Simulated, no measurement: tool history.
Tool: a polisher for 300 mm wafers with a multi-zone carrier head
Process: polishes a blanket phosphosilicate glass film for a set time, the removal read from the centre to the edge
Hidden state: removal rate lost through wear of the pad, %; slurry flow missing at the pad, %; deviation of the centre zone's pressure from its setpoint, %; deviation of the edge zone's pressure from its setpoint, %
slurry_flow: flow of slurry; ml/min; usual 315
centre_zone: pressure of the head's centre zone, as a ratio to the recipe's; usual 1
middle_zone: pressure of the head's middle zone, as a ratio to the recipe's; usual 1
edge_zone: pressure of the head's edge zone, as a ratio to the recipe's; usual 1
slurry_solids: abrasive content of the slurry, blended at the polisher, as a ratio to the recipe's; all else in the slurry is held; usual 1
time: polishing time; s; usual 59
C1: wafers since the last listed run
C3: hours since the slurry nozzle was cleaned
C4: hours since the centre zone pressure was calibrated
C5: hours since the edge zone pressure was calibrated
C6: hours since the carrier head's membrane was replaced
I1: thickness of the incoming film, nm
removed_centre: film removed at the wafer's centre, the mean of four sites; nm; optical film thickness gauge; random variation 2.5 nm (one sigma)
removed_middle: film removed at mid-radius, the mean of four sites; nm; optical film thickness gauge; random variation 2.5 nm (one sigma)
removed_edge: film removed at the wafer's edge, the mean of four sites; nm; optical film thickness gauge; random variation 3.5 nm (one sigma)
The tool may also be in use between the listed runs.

Run 1, hour 0: usual settings; C1 0; wafers polished on this pad 779; C3 350.4; C4 475.8; C5 337.5; C6 1680.4; I1 2819.2. Result: removed_centre 391.3 nm, removed_middle 360.6 nm, removed_edge 350.3 nm.
At hour 8.7: worn pad replaced by a new one.
Run 2, hour 12: usual settings; C1 100; wafers polished on this pad 41; C3 362.4; C4 487.8; C5 349.5; C6 1692.4; I1 2748.6. Result: removed_centre 388 nm, removed_middle 359.2 nm, removed_edge 354.7 nm.
Run 3, hour 18.9: usual settings; C1 86; wafers polished on this pad 127; C3 369.3; C4 494.7; C5 356.4; C6 1699.3; I1 2804.2. Result: removed_centre 388.4 nm, removed_middle 358 nm, removed_edge 356.6 nm.
Run 4, hour 27.6: usual settings; C1 108; wafers polished on this pad 236; C3 378; C4 503.4; C5 365.1; C6 1708; I1 2783.5. Result: removed_centre 388.5 nm, removed_middle 360.5 nm, removed_edge 351.2 nm.
Run 5, hour 35.9: usual settings; C1 103; wafers polished on this pad 339; C3 386.3; C4 511.7; C5 373.4; C6 1716.3; I1 2813. Result: removed_centre 389.1 nm, removed_middle 359.1 nm, removed_edge 358.6 nm.
At hour 73.8: worn pad replaced by a new one.
Run 6, hour 81.6: usual settings; C1 521; wafers polished on this pad 97; C3 432; C4 557.4; C5 419.1; C6 1762; I1 2815.5. Result: removed_centre 394.9 nm, removed_middle 360.6 nm, removed_edge 347.9 nm.
At hour 86.4: centre zone pressure recalibrated.
Run 7, hour 88.9: usual settings; C1 66; wafers polished on this pad 163; C3 439.3; C4 2.5; C5 426.4; C6 1769.3; I1 2858.9. Result: removed_centre 347.5 nm, removed_middle 360.1 nm, removed_edge 350 nm.
At hour 94.5: carrier head's membrane replaced by a new one.
Run 8, hour 97.2: usual settings; C1 41; wafers polished on this pad 204; C3 447.6; C4 10.8; C5 434.7; C6 2.7; I1 2813.7. Result: removed_centre 347.4 nm, removed_middle 356.3 nm, removed_edge 347.4 nm.
Run 9, hour 112.5: usual settings but centre_zone 1.07, edge_zone 0.94, slurry_solids 0.75, time 73 s; C1 191; wafers polished on this pad 396; C3 462.9; C4 26.1; C5 450; C6 18; I1 2798.6. Result: removed_centre 376 nm, removed_middle 359.6 nm, removed_edge 347.7 nm.
At hour 116.5: edge zone pressure recalibrated.
Run 10, hour 123.3: usual settings but slurry_flow 370 ml/min, centre_zone 0.92, edge_zone 0.92, slurry_solids 0.75; C1 110; wafers polished on this pad 506; C3 473.7; C4 36.9; C5 6.8; C6 28.8; I1 2790.4. Result: removed_centre 263.7 nm, removed_middle 295.2 nm, removed_edge 278.9 nm.
At hour 125.8: slurry nozzle cleaned.
At hour 134.1: worn pad replaced by a new one.
Run 11, hour 134.6: usual settings but middle_zone 1.08; C1 78; wafers polished on this pad 6; C3 8.8; C4 48.2; C5 18.1; C6 40.1; I1 2778. Result: removed_centre 352.3 nm, removed_middle 379.5 nm, removed_edge 352.8 nm.
Run 12, hour 138.1: usual settings but middle_zone 1.09, time 77 s; C1 43; wafers polished on this pad 49; C3 12.3; C4 51.7; C5 21.6; C6 43.6; I1 2817.1. Result: removed_centre 452.4 nm, removed_middle 503.3 nm, removed_edge 467.9 nm.
Run 13, hour 151.2: usual settings but middle_zone 1.09, time 77 s; C1 163; wafers polished on this pad 213; C3 25.4; C4 64.8; C5 34.7; C6 56.7; I1 2798.5. Result: removed_centre 462 nm, removed_middle 498.4 nm, removed_edge 461.1 nm.
Run 14, hour 157.8: usual settings but slurry_solids 1.15; C1 82; wafers polished on this pad 296; C3 32; C4 71.4; C5 41.3; C6 63.3; I1 2829.6. Result: removed_centre 381 nm, removed_middle 390.2 nm, removed_edge 379.2 nm.
Run 15, hour 169.4: usual settings but slurry_flow 390 ml/min, edge_zone 0.92; C1 145; wafers polished on this pad 441; C3 43.6; C4 83; C5 52.9; C6 74.9; I1 2853.3. Result: removed_centre 359.5 nm, removed_middle 365 nm, removed_edge 340.5 nm.
Run 16, hour 183.6: usual settings but middle_zone 1.09, time 77 s; C1 177; wafers polished on this pad 618; C3 57.8; C4 97.2; C5 67.1; C6 89.1; I1 2796.5. Result: removed_centre 463.4 nm, removed_middle 502.3 nm, removed_edge 456.6 nm.

4 ways to go on from here, each from the tool as it stands after run 16. What would each give?
Run A, hour 184: usual settings; C1 5; wafers polished on this pad 623; C3 58.2; C4 97.6; C5 67.5; C6 89.5; I1 2738.1. Result: removed_centre ?, removed_middle ?, removed_edge ?.
Run B, hour 184: usual settings but edge_zone 0.89; C1 5; wafers polished on this pad 623; C3 58.2; C4 97.6; C5 67.5; C6 89.5; I1 2738.1. Result: removed_centre ?, removed_middle ?, removed_edge ?.
Run C, hour 184: usual settings but slurry_solids 0.9; C1 5; wafers polished on this pad 623; C3 58.2; C4 97.6; C5 67.5; C6 89.5; I1 2738.1. Result: removed_centre ?, removed_middle ?, removed_edge ?.
Run D, hour 184: usual settings but centre_zone 0.95; C1 5; wafers polished on this pad 623; C3 58.2; C4 97.6; C5 67.5; C6 89.5; I1 2738.1. Result: removed_centre ?, removed_middle ?, removed_edge ?.

run  removed_centre  removed_middle  removed_edge
  A           353.1           360.5           350
  B           353.1           360.5         332.7
  C           329.6           336.5         326.7
  D           335.4           360.6           350
Without the tool's hidden state the same runs would have given:
run  removed_centre  removed_middle  removed_edge
  A           345.9           360.5           350
  B           345.9           360.6         332.7
  C           322.8           336.5         326.7
  D           328.4           360.6           350
